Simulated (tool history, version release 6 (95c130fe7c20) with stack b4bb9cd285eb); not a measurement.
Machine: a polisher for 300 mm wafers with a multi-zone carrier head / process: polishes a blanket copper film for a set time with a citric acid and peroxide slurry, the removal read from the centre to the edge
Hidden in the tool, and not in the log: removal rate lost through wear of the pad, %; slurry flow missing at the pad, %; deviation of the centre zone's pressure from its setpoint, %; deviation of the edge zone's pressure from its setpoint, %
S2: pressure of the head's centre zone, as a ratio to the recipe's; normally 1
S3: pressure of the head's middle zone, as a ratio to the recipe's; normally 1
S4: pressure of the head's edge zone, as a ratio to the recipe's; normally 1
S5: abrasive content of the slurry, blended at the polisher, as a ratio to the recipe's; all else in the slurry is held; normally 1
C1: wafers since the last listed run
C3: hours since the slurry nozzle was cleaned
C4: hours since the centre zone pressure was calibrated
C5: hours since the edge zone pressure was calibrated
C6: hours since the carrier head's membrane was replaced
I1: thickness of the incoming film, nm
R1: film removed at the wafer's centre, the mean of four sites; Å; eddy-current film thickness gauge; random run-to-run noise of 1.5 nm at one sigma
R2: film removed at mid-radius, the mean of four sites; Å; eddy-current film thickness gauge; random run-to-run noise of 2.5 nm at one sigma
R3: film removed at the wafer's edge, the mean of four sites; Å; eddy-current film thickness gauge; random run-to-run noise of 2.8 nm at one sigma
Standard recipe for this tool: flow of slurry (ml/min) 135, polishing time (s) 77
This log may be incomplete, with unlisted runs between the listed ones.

{"run": 1, "hour": 0.0, "flow of slurry (ml/min)": 135, "S2": 1, "S3": 0.93, "S4": 1, "S5": 1.25, "polishing time (s)": 77, "C1": 0, "wafers polished on this pad": 362, "C3": 194.8, "C4": 1198.6, "C5": 1142.8, "C6": 881.2, "I1": 1215.9, "R1": 2317, "R2": 1871, "R3": 2131}
{"hour": 12.4, "done": "edge zone pressure recalibrated"}
{"hour": 26.5, "done": "centre zone pressure recalibrated"}
{"run": 2, "hour": 36.4, "flow of slurry (ml/min)": 135, "S2": 1, "S3": 1, "S4": 1, "S5": 1.05, "polishing time (s)": 77, "C1": 378, "wafers polished on this pad": 741, "C3": 231.2, "C4": 9.9, "C5": 24, "C6": 917.6, "I1": 1238.3, "R1": 2012, "R2": 1946, "R3": 1978}
{"run": 3, "hour": 74.7, "flow of slurry (ml/min)": 135, "S2": 1, "S3": 1, "S4": 1, "S5": 1, "polishing time (s)": 77, "C1": 447, "wafers polished on this pad": 1189, "C3": 269.5, "C4": 48.2, "C5": 62.3, "C6": 955.9, "I1": 1241, "R1": 2028, "R2": 1906, "R3": 1951}
{"run": 4, "hour": 112.1, "flow of slurry (ml/min)": 135, "S2": 1, "S3": 1, "S4": 1, "S5": 1, "polishing time (s)": 77, "C1": 437, "wafers polished on this pad": 1627, "C3": 306.9, "C4": 85.6, "C5": 99.7, "C6": 993.3, "I1": 1235.4, "R1": 1985, "R2": 1923, "R3": 1975}
{"run": 5, "hour": 143.3, "flow of slurry (ml/min)": 135, "S2": 1, "S3": 1, "S4": 1, "S5": 1, "polishing time (s)": 77, "C1": 364, "wafers polished on this pad": 1992, "C3": 338.1, "C4": 116.8, "C5": 130.9, "C6": 1024.5, "I1": 1242.3, "R1": 2006, "R2": 1949, "R3": 1926}
{"hour": 179.9, "done": "slurry nozzle cleaned"}
{"run": 6, "hour": 197.9, "flow of slurry (ml/min)": 135, "S2": 1, "S3": 1, "S4": 1, "S5": 1, "polishing time (s)": 77, "C1": 626, "wafers polished on this pad": 2619, "C3": 18, "C4": 171.4, "C5": 185.5, "C6": 1079.1, "I1": 1236.1, "R1": 1996, "R2": 1872, "R3": 1910}
{"hour": 228.6, "done": "carrier head's membrane replaced by a new one"}
{"hour": 248.7, "done": "worn pad replaced by a new one"}
{"run": 7, "hour": 263.7, "flow of slurry (ml/min)": 135, "S2": 1, "S3": 1, "S4": 1, "S5": 1, "polishing time (s)": 86, "C1": 664, "wafers polished on this pad": 175, "C3": 83.8, "C4": 237.2, "C5": 251.3, "C6": 35.1, "I1": 1246.7, "R1": 2324, "R2": 2156, "R3": 2246}
{"run": 8, "hour": 328.2, "flow of slurry (ml/min)": 135, "S2": 1, "S3": 1, "S4": 1, "S5": 1, "polishing time (s)": 77, "C1": 754, "wafers polished on this pad": 929, "C3": 148.3, "C4": 301.7, "C5": 315.8, "C6": 99.6, "I1": 1236.8, "R1": 2048, "R2": 1912, "R3": 1938}
{"run": 9, "hour": 395.2, "flow of slurry (ml/min)": 135, "S2": 1, "S3": 1, "S4": 1, "S5": 1, "polishing time (s)": 53, "C1": 783, "wafers polished on this pad": 1713, "C3": 215.3, "C4": 368.7, "C5": 382.8, "C6": 166.6, "I1": 1227.4, "R1": 1422, "R2": 1336, "R3": 1368}
{"run": 10, "hour": 450.5, "flow of slurry (ml/min)": 135, "S2": 0.9, "S3": 1.08, "S4": 1, "S5": 1, "polishing time (s)": 65, "C1": 646, "wafers polished on this pad": 2360, "C3": 270.6, "C4": 424, "C5": 438.1, "C6": 221.9, "I1": 1228.4, "R1": 1551, "R2": 1643, "R3": 1624}
{"run": 11, "hour": 508.1, "flow of slurry (ml/min)": 160, "S2": 0.89, "S3": 1, "S4": 1, "S5": 1, "polishing time (s)": 77, "C1": 673, "wafers polished on this pad": 3034, "C3": 328.2, "C4": 481.6, "C5": 495.7, "C6": 279.5, "I1": 1242, "R1": 1838, "R2": 1926, "R3": 1921}
{"hour": 539.3, "done": "worn pad replaced by a new one"}
{"run": 12, "hour": 559.1, "flow of slurry (ml/min)": 120, "S2": 0.96, "S3": 1, "S4": 1.04, "S5": 1, "polishing time (s)": 77, "C1": 549, "wafers polished on this pad": 231, "C3": 379.2, "C4": 532.6, "C5": 546.7, "C6": 330.5, "I1": 1236.4, "R1": 1991, "R2": 1885, "R3": 2088}
{"hour": 589.2, "done": "slurry nozzle cleaned"}
{"run": 13, "hour": 597.5, "flow of slurry (ml/min)": 135, "S2": 1, "S3": 1, "S4": 1, "S5": 1, "polishing time (s)": 77, "C1": 437, "wafers polished on this pad": 668, "C3": 8.3, "C4": 571, "C5": 585.1, "C6": 368.9, "I1": 1239.7, "R1": 2139, "R2": 1946, "R3": 2000}
{"run": 14, "hour": 663.7, "flow of slurry (ml/min)": 135, "S2": 1, "S3": 1, "S4": 1, "S5": 1.1, "polishing time (s)": 77, "C1": 774, "wafers polished on this pad": 1442, "C3": 74.5, "C4": 637.2, "C5": 651.3, "C6": 435.1, "I1": 1227.6, "R1": 2156, "R2": 1922, "R3": 2033}
{"run": 15, "hour": 692.3, "flow of slurry (ml/min)": 160, "S2": 0.89, "S3": 1, "S4": 1, "S5": 1, "polishing time (s)": 77, "C1": 334, "wafers polished on this pad": 1777, "C3": 103.1, "C4": 665.8, "C5": 679.9, "C6": 463.7, "I1": 1215.1, "R1": 1920, "R2": 1917, "R3": 1961}
{"run": 16, "hour": 752.1, "flow of slurry (ml/min)": 160, "S2": 1, "S3": 1, "S4": 1.04, "S5": 1.2, "polishing time (s)": 84, "C1": 699, "wafers polished on this pad": 2476, "C3": 162.9, "C4": 725.6, "C5": 739.7, "C6": 523.5, "I1": 1227.7, "R1": 2391, "R2": 2153, "R3": 2227}
{"hour": 782.2, "done": "worn pad replaced by a new one"}
{"run": 17, "hour": 814.2, "flow of slurry (ml/min)": 135, "S2": 1, "S3": 1, "S4": 1, "S5": 0.9, "polishing time (s)": 77, "C1": 679, "wafers polished on this pad": 373, "C3": 225, "C4": 787.7, "C5": 801.8, "C6": 585.6, "I1": 1241.2, "R1": 2157, "R2": 1926, "R3": 1977}
{"run": 18, "hour": 839.2, "flow of slurry (ml/min)": 135, "S2": 1, "S3": 1, "S4": 1, "S5": 1.05, "polishing time (s)": 77, "C1": 292, "wafers polished on this pad": 666, "C3": 250, "C4": 812.7, "C5": 826.8, "C6": 610.6, "I1": 1228.8, "R1": 2197, "R2": 1891, "R3": 2057}
{"run": 19, "hour": 883.5, "flow of slurry (ml/min)": 135, "S2": 1, "S3": 1, "S4": 1, "S5": 1, "polishing time (s)": 77, "C1": 518, "wafers polished on this pad": 1184, "C3": 294.3, "C4": 857, "C5": 871.1, "C6": 654.9, "I1": 1231.3, "R1": 2158, "R2": 1919, "R3": 2014}
{"run": 20, "hour": 932.8, "flow of slurry (ml/min)": 135, "S2": 1, "S3": 1, "S4": 1.08, "S5": 1, "polishing time (s)": 54, "C1": 576, "wafers polished on this pad": 1761, "C3": 343.6, "C4": 906.3, "C5": 920.4, "C6": 704.2, "I1": 1226.4, "R1": 1523, "R2": 1344, "R3": 1432}

Here are 5 independent what-if runs from the current tool condition. What would each one return?
{"run": "A", "hour": 933.2, "flow of slurry (ml/min)": 175, "S2": 1, "S3": 1, "S4": 1, "S5": 1, "polishing time (s)": 77, "C1": 4, "wafers polished on this pad": 1765, "C3": 344, "C4": 906.7, "C5": 920.8, "C6": 704.6, "I1": 1246.6, "R1": "?", "R2": "?", "R3": "?"}
{"run": "B", "hour": 933.2, "flow of slurry (ml/min)": 120, "S2": 1, "S3": 1.05, "S4": 1, "S5": 1, "polishing time (s)": 77, "C1": 4, "wafers polished on this pad": 1765, "C3": 344, "C4": 906.7, "C5": 920.8, "C6": 704.6, "I1": 1246.6, "R1": "?", "R2": "?", "R3": "?"}
{"run": "C", "hour": 933.2, "flow of slurry (ml/min)": 135, "S2": 1, "S3": 1.05, "S4": 0.94, "S5": 1, "polishing time (s)": 77, "C1": 4, "wafers polished on this pad": 1765, "C3": 344, "C4": 906.7, "C5": 920.8, "C6": 704.6, "I1": 1246.6, "R1": "?", "R2": "?", "R3": "?"}
{"run": "D", "hour": 933.2, "flow of slurry (ml/min)": 120, "S2": 1, "S3": 1, "S4": 1, "S5": 0.85, "polishing time (s)": 92, "C1": 4, "wafers polished on this pad": 1765, "C3": 344, "C4": 906.7, "C5": 920.8, "C6": 704.6, "I1": 1246.6, "R1": "?", "R2": "?", "R3": "?"}
{"run": "E", "hour": 933.2, "flow of slurry (ml/min)": 135, "S2": 1, "S3": 1.06, "S4": 1, "S5": 1, "polishing time (s)": 77, "C1": 4, "wafers polished on this pad": 1765, "C3": 344, "C4": 906.7, "C5": 920.8, "C6": 704.6, "I1": 1246.6, "R1": "?", "R2": "?", "R3": "?"}

run=A R1=2253 R2=1940 R3=2017
run=B R1=2137 R2=1929 R3=1949
run=C R1=2174 R2=1959 R3=1913
run=D R1=2500 R2=2166 R3=2283
run=E R1=2174 R2=1974 R3=1970
With the hidden condition removed and each run's random variation left untouched, the same runs would have given:
run=A R1=2164 R2=2000 R3=2079
run=B R1=2052 R2=1989 R3=2008
run=C R1=2088 R2=2019 R3=1971
run=D R1=2401 R2=2233 R3=2352
run=E R1=2088 R2=2035 R3=2030
